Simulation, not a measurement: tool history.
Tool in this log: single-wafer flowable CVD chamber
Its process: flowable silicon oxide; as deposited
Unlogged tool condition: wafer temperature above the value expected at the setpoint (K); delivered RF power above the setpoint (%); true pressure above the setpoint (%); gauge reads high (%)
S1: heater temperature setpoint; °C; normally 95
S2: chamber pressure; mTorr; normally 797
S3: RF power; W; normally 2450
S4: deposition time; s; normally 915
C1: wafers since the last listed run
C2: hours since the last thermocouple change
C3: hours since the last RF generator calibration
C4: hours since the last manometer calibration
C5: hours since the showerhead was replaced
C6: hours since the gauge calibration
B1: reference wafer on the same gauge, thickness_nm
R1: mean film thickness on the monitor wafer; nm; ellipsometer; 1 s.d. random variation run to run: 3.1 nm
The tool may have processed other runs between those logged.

run 1 day=0.000 | S1=95 S2=925 S3=2640 S4=915 | C1=0 C2=1821.3 C3=1790.1 C4=1256.8 C5=4286.0 C6=942.4 | B1=746.901 | R1=798.779
run 2 day=2.512 | S1=95 S2=925 S3=2640 S4=915 | C1=99 C2=1881.6 C3=1850.4 C4=1317.1 C5=4346.3 C6=1002.7 | B1=748.267 | R1=802.502
run 3 day=3.992 | S1=95 S2=925 S3=2640 S4=915 | C1=58 C2=1917.1 C3=1885.9 C4=1352.6 C5=4381.8 C6=1038.2 | B1=750.075 | R1=802.928
-- day=5.454 showerhead replaced
run 4 day=5.883 | S1=95 S2=797 S3=2450 S4=915 | C1=61 C2=1962.5 C3=1931.3 C4=1398.0 C5=10.3 C6=1083.6 | B1=751.830 | R1=694.634
run 5 day=7.371 | S1=95 S2=797 S3=2450 S4=915 | C1=58 C2=1998.2 C3=1967.0 C4=1433.7 C5=46.0 C6=1119.3 | B1=752.623 | R1=693.306
run 6 day=10.312 | S1=100 S2=797 S3=2450 S4=915 | C1=116 C2=2068.8 C3=2037.6 C4=1504.3 C5=116.6 C6=1189.9 | B1=758.963 | R1=578.117
-- day=11.229 capacitance manometer re-zeroed and calibrated
run 7 day=11.338 | S1=100 S2=797 S3=2450 S4=915 | C1=27 C2=2093.4 C3=2062.2 C4=2.6 C5=141.2 C6=1214.5 | B1=759.213 | R1=581.086
-- day=12.704 gauge calibrated
run 8 day=13.671 | S1=95 S2=797 S3=2650 S4=915 | C1=92 C2=2149.4 C3=2118.2 C4=58.6 C5=197.2 C6=23.2 | B1=720.363 | R1=670.111
run 9 day=14.762 | S1=95 S2=797 S3=2650 S4=915 | C1=43 C2=2175.6 C3=2144.4 C4=84.8 C5=223.4 C6=49.4 | B1=721.529 | R1=672.043
run 10 day=17.629 | S1=95 S2=797 S3=2650 S4=915 | C1=113 C2=2244.4 C3=2213.2 C4=153.6 C5=292.2 C6=118.2 | B1=719.277 | R1=673.229
run 11 day=19.896 | S1=95 S2=797 S3=2450 S4=915 | C1=89 C2=2298.8 C3=2267.6 C4=208.0 C5=346.6 C6=172.6 | B1=719.948 | R1=661.889
run 12 day=22.025 | S1=95 S2=610 S3=2450 S4=915 | C1=84 C2=2349.9 C3=2318.7 C4=259.1 C5=397.7 C6=223.7 | B1=721.456 | R1=511.987
run 13 day=23.454 | S1=95 S2=797 S3=2450 S4=915 | C1=56 C2=2384.2 C3=2353.0 C4=293.4 C5=432.0 C6=258.0 | B1=721.955 | R1=661.519
run 14 day=24.838 | S1=101 S2=797 S3=2450 S4=915 | C1=54 C2=2417.4 C3=2386.2 C4=326.6 C5=465.2 C6=291.2 | B1=722.808 | R1=533.798
run 15 day=26.396 | S1=95 S2=797 S3=2450 S4=994 | C1=61 C2=2454.8 C3=2423.6 C4=364.0 C5=502.6 C6=328.6 | B1=723.686 | R1=720.627
run 16 day=28.775 | S1=95 S2=797 S3=2450 S4=1027 | C1=94 C2=2511.9 C3=2480.7 C4=421.1 C5=559.7 C6=385.7 | B1=724.047 | R1=750.896
run 17 day=30.321 | S1=95 S2=797 S3=2835 S4=764 | C1=61 C2=2549.0 C3=2517.8 C4=458.2 C5=596.8 C6=422.8 | B1=724.990 | R1=564.659
run 18 day=31.808 | S1=95 S2=797 S3=2450 S4=915 | C1=58 C2=2584.7 C3=2553.5 C4=493.9 C5=632.5 C6=458.5 | B1=724.178 | R1=663.738
-- day=33.212 thermocouple changed; heater temperature recalibrated
run 19 day=34.288 | S1=95 S2=797 S3=2450 S4=915 | C1=84 C2=25.8 C3=2613.0 C4=553.4 C5=692.0 C6=518.0 | B1=725.924 | R1=667.581
-- day=34.662 RF generator calibrated
run 20 day=36.300 | S1=103 S2=609 S3=2130 S4=915 | C1=66 C2=74.1 C3=39.3 C4=601.7 C5=740.3 C6=566.3 | B1=726.014 | R1=370.297
run 21 day=38.588 | S1=95 S2=797 S3=2450 S4=915 | C1=90 C2=129.0 C3=94.2 C4=656.6 C5=795.2 C6=621.2 | B1=727.711 | R1=670.331
run 22 day=41.512 | S1=84 S2=797 S3=2450 S4=915 | C1=115 C2=199.2 C3=164.4 C4=726.8 C5=865.4 C6=691.4 | B1=730.871 | R1=995.837
run 23 day=43.275 | S1=95 S2=797 S3=2450 S4=774 | C1=69 C2=241.5 C3=206.7 C4=769.1 C5=907.7 C6=733.7 | B1=732.267 | R1=568.767
run 24 day=44.767 | S1=80 S2=797 S3=2840 S4=915 | C1=59 C2=277.3 C3=242.5 C4=804.9 C5=943.5 C6=769.5 | B1=732.784 | R1=1145.180
run 25 day=45.767 | S1=95 S2=797 S3=2125 S4=770 | C1=39 C2=301.3 C3=266.5 C4=828.9 C5=967.5 C6=793.5 | B1=733.704 | R1=552.636
run 26 day=48.108 | S1=86 S2=660 S3=2450 S4=915 | C1=92 C2=357.5 C3=322.7 C4=885.1 C5=1023.7 C6=849.7 | B1=736.489 | R1=776.297
run 27 day=49.992 | S1=90 S2=673 S3=2450 S4=915 | C1=74 C2=402.7 C3=367.9 C4=930.3 C5=1068.9 C6=894.9 | B1=737.894 | R1=692.202

5 ways to go on from here, each from the tool as it stands after run 27. What would each give?
run A day=50.021 | S1=95 S2=797 S3=1990 S4=915 | C1=1 C2=403.4 C3=368.6 C4=931.0 C5=1069.6 C6=895.6 | B1=? | R1=?
run B day=50.021 | S1=95 S2=797 S3=2830 S4=1005 | C1=1 C2=403.4 C3=368.6 C4=931.0 C5=1069.6 C6=895.6 | B1=? | R1=?
run C day=50.021 | S1=102 S2=797 S3=2450 S4=985 | C1=1 C2=403.4 C3=368.6 C4=931.0 C5=1069.6 C6=895.6 | B1=? | R1=?
run D day=50.021 | S1=95 S2=797 S3=2620 S4=1022 | C1=1 C2=403.4 C3=368.6 C4=931.0 C5=1069.6 C6=895.6 | B1=? | R1=?
run E day=50.021 | S1=108 S2=797 S3=2705 S4=1078 | C1=1 C2=403.4 C3=368.6 C4=931.0 C5=1069.6 C6=895.6 | B1=? | R1=?

run=A B1=736.056 R1=657.518
run=B B1=736.056 R1=756.947
run=C B1=736.056 R1=560.487
run=D B1=736.056 R1=764.545
run=E B1=736.056 R1=494.990
With the hidden condition removed and each run's random variation left untouched, the same runs would have given:
run=A R1=641.311
run=B R1=738.289
run=C R1=546.672
run=D R1=745.700
run=E R1=482.789

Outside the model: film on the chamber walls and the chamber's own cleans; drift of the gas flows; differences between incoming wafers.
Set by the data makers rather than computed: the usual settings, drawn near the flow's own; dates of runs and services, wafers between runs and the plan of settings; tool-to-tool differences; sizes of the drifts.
